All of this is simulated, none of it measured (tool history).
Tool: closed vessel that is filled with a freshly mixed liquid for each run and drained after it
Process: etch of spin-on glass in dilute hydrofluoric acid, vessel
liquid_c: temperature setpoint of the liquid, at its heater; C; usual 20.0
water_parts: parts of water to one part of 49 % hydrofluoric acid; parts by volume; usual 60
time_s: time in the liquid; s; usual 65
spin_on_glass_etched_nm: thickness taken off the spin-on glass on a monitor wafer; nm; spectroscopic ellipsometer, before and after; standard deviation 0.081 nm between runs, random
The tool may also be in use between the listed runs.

run	hour	liquid_c	water_parts	time_s	wafers since the last listed run	hours since the thermometer was replaced	hours since the hydrofluoric acid flow meter was replaced	hours since the gauge calibration	read-back film thickness of the spin-on glass reference wafer, read on the same gauge (nm)	spin_on_glass_etched_nm
1	0.0	20.0	60	65	0	618.0	1913.9	168.0	40.00	29.05
2	8.9	20.0	60	65	633	626.9	1922.8	176.9	39.98	29.07
3	57.6	20.0	60	65	3465	675.6	1971.5	225.6	39.99	29.41
4	72.7	20.0	60	65	1074	690.7	1986.6	240.7	40.01	29.26
5	111.1	20.0	60	65	2732	729.1	2025.0	279.1	40.02	29.66
6	124.9	20.0	60	65	982	742.9	2038.8	292.9	40.00	29.58
7	134.2	20.0	60	95	661	752.2	2048.1	302.2	39.99	43.26
8	147.9	23.5	40	65	974	765.9	2061.8	315.9	40.01	52.86
# hour 194.4: hydrofluoric acid flow meter replaced
9	194.9	20.0	85	65	3273	812.9	0.5	362.9	39.97	18.61
10	205.5	20.0	85	65	754	823.5	11.1	373.5	40.01	18.60
11	220.3	20.0	60	65	1053	838.3	25.9	388.3	40.01	27.16
12	232.9	20.0	60	65	896	850.9	38.5	400.9	39.98	27.36
# hour 241.0: thermometer replaced
13	244.7	20.0	35	95	768	3.7	50.3	412.7	39.99	65.63
14	257.1	17.5	80	95	882	16.1	62.7	425.1	40.01	24.59
15	264.0	20.0	60	65	491	23.0	69.6	432.0	40.00	25.43

Run 16 comes next. What will it give?
16	276.9	20.0	40	85	918	35.9	82.5	444.9	?	?

{"run 16": {"read-back film thickness of the spin-on glass reference wafer, read on the same gauge (nm)": 40.01, "spin_on_glass_etched_nm": 51.15}}
Minus the tool's unlogged condition, the same run would have read spin_on_glass_etched_nm 49.25 nm.

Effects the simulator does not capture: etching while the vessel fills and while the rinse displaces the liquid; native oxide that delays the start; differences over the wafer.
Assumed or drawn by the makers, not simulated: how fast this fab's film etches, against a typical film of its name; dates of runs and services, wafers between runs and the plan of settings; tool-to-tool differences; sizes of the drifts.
